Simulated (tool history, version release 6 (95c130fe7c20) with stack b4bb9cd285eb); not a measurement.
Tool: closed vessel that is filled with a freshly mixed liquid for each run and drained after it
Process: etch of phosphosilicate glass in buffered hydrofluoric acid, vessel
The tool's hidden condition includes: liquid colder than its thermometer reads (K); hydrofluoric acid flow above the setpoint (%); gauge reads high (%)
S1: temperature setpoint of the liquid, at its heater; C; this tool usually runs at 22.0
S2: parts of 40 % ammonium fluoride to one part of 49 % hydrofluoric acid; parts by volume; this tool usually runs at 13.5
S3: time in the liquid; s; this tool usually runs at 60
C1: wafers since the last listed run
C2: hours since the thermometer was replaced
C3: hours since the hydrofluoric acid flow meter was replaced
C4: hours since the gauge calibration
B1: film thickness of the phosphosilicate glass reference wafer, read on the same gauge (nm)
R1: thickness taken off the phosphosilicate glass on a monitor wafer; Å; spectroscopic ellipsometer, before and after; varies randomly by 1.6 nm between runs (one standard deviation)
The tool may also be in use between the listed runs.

run 1 hour=0.0 | S1=22.0 S2=17.5 S3=60 | C1=0 C2=1322.9 C3=375.5 C4=583.2 | B1=120.01 | R1=1222.7
run 2 hour=121.1 | S1=22.0 S2=13.5 S3=60 | C1=7603 C2=1444.0 C3=496.6 C4=704.3 | B1=119.98 | R1=1554.6
-- hour=127.0 thermometer replaced
run 3 hour=183.3 | S1=22.0 S2=13.5 S3=45 | C1=3842 C2=56.3 C3=558.8 C4=766.5 | B1=120.06 | R1=1320.5
run 4 hour=208.5 | S1=22.0 S2=13.5 S3=45 | C1=1582 C2=81.5 C3=584.0 C4=791.7 | B1=119.99 | R1=1319.9
run 5 hour=269.2 | S1=22.0 S2=13.5 S3=60 | C1=3810 C2=142.2 C3=644.7 C4=852.4 | B1=120.00 | R1=1760.7
run 6 hour=326.0 | S1=22.0 S2=13.5 S3=60 | C1=3566 C2=199.0 C3=701.5 C4=909.2 | B1=120.03 | R1=1738.4
run 7 hour=382.4 | S1=22.0 S2=10.0 S3=60 | C1=3540 C2=255.4 C3=757.9 C4=965.6 | B1=119.99 | R1=2279.2
run 8 hour=423.7 | S1=22.0 S2=16.0 S3=60 | C1=2592 C2=296.7 C3=799.2 C4=1006.9 | B1=120.02 | R1=1458.4
run 9 hour=463.4 | S1=22.0 S2=13.5 S3=60 | C1=2492 C2=336.4 C3=838.9 C4=1046.6 | B1=120.00 | R1=1717.1
run 10 hour=510.2 | S1=22.0 S2=13.5 S3=60 | C1=2938 C2=383.2 C3=885.7 C4=1093.4 | B1=119.98 | R1=1717.7
run 11 hour=572.5 | S1=22.0 S2=13.5 S3=60 | C1=3911 C2=445.5 C3=948.0 C4=1155.7 | B1=119.97 | R1=1693.3
run 12 hour=632.5 | S1=22.0 S2=13.5 S3=60 | C1=3767 C2=505.5 C3=1008.0 C4=1215.7 | B1=120.02 | R1=1672.2
-- hour=656.2 hydrofluoric acid flow meter replaced
run 13 hour=687.8 | S1=20.0 S2=13.5 S3=30 | C1=3409 C2=560.8 C3=31.6 C4=1271.0 | B1=120.02 | R1=746.1
run 14 hour=731.7 | S1=26.0 S2=10.5 S3=60 | C1=2756 C2=604.7 C3=75.5 C4=1314.9 | B1=120.01 | R1=2655.6
-- hour=741.4 gauge calibrated
run 15 hour=772.8 | S1=22.0 S2=13.5 S3=60 | C1=2580 C2=645.8 C3=116.6 C4=31.4 | B1=119.99 | R1=1681.1
run 16 hour=808.6 | S1=22.0 S2=13.5 S3=60 | C1=2247 C2=681.6 C3=152.4 C4=67.2 | B1=120.02 | R1=1649.8
run 17 hour=866.6 | S1=22.0 S2=13.5 S3=60 | C1=3641 C2=739.6 C3=210.4 C4=125.2 | B1=119.98 | R1=1658.7
run 18 hour=934.6 | S1=25.5 S2=18.0 S3=70 | C1=4269 C2=807.6 C3=278.4 C4=193.2 | B1=119.99 | R1=1766.3
run 19 hour=1004.3 | S1=19.0 S2=13.5 S3=60 | C1=4376 C2=877.3 C3=348.1 C4=262.9 | B1=120.03 | R1=1391.1
run 20 hour=1043.0 | S1=22.0 S2=13.5 S3=45 | C1=2429 C2=916.0 C3=386.8 C4=301.6 | B1=119.98 | R1=1239.4
run 21 hour=1113.2 | S1=24.0 S2=15.0 S3=45 | C1=4407 C2=986.2 C3=457.0 C4=371.8 | B1=119.96 | R1=1222.6
run 22 hour=1173.4 | S1=26.0 S2=15.5 S3=50 | C1=3779 C2=1046.4 C3=517.2 C4=432.0 | B1=120.04 | R1=1449.0
run 23 hour=1223.9 | S1=17.5 S2=17.0 S3=85 | C1=3170 C2=1096.9 C3=567.7 C4=482.5 | B1=120.00 | R1=1400.5
run 24 hour=1260.1 | S1=22.0 S2=18.0 S3=60 | C1=2272 C2=1133.1 C3=603.9 C4=518.7 | B1=119.99 | R1=1206.4
run 25 hour=1327.8 | S1=25.5 S2=13.5 S3=60 | C1=4250 C2=1200.8 C3=671.6 C4=586.4 | B1=120.02 | R1=1952.6
-- hour=1338.6 thermometer replaced
run 26 hour=1359.0 | S1=22.0 S2=13.5 S3=60 | C1=1896 C2=20.4 C3=702.8 C4=617.6 | B1=119.99 | R1=1709.3
run 27 hour=1412.9 | S1=22.0 S2=13.5 S3=75 | C1=3384 C2=74.3 C3=756.7 C4=671.5 | B1=120.06 | R1=2174.8
run 28 hour=1437.0 | S1=25.0 S2=16.5 S3=80 | C1=1513 C2=98.4 C3=780.8 C4=695.6 | B1=120.00 | R1=2225.4
run 29 hour=1462.0 | S1=22.0 S2=13.5 S3=60 | C1=1569 C2=123.4 C3=805.8 C4=720.6 | B1=120.05 | R1=1678.9
run 30 hour=1499.3 | S1=23.5 S2=18.5 S3=40 | C1=2341 C2=160.7 C3=843.1 C4=757.9 | B1=120.03 | R1=893.2
run 31 hour=1571.3 | S1=22.0 S2=13.5 S3=60 | C1=4520 C2=232.7 C3=915.1 C4=829.9 | B1=120.03 | R1=1711.9
run 32 hour=1621.4 | S1=22.0 S2=9.5 S3=60 | C1=3145 C2=282.8 C3=965.2 C4=880.0 | B1=120.00 | R1=2322.6

What if the next run were any one of these 4? Each begins from the tool's condition after run 32:
run A hour=1622.1 | S1=24.0 S2=13.5 S3=60 | C1=43 C2=283.5 C3=965.9 C4=880.7 | B1=? | R1=?
run B hour=1622.1 | S1=22.0 S2=13.5 S3=40 | C1=43 C2=283.5 C3=965.9 C4=880.7 | B1=? | R1=?
run C hour=1622.1 | S1=17.0 S2=13.5 S3=90 | C1=43 C2=283.5 C3=965.9 C4=880.7 | B1=? | R1=?
run D hour=1622.1 | S1=24.0 S2=18.0 S3=30 | C1=43 C2=283.5 C3=965.9 C4=880.7 | B1=? | R1=?

run=A B1=120.01 R1=1896.1
run=B B1=120.01 R1=1131.8
run=C B1=120.01 R1=1919.3
run=D B1=120.01 R1=714.4
Had the tool no hidden state, the same runs would have come out as:
run=A R1=1987.5
run=B R1=1187.1
run=C R1=2016.3
run=D R1=748.9
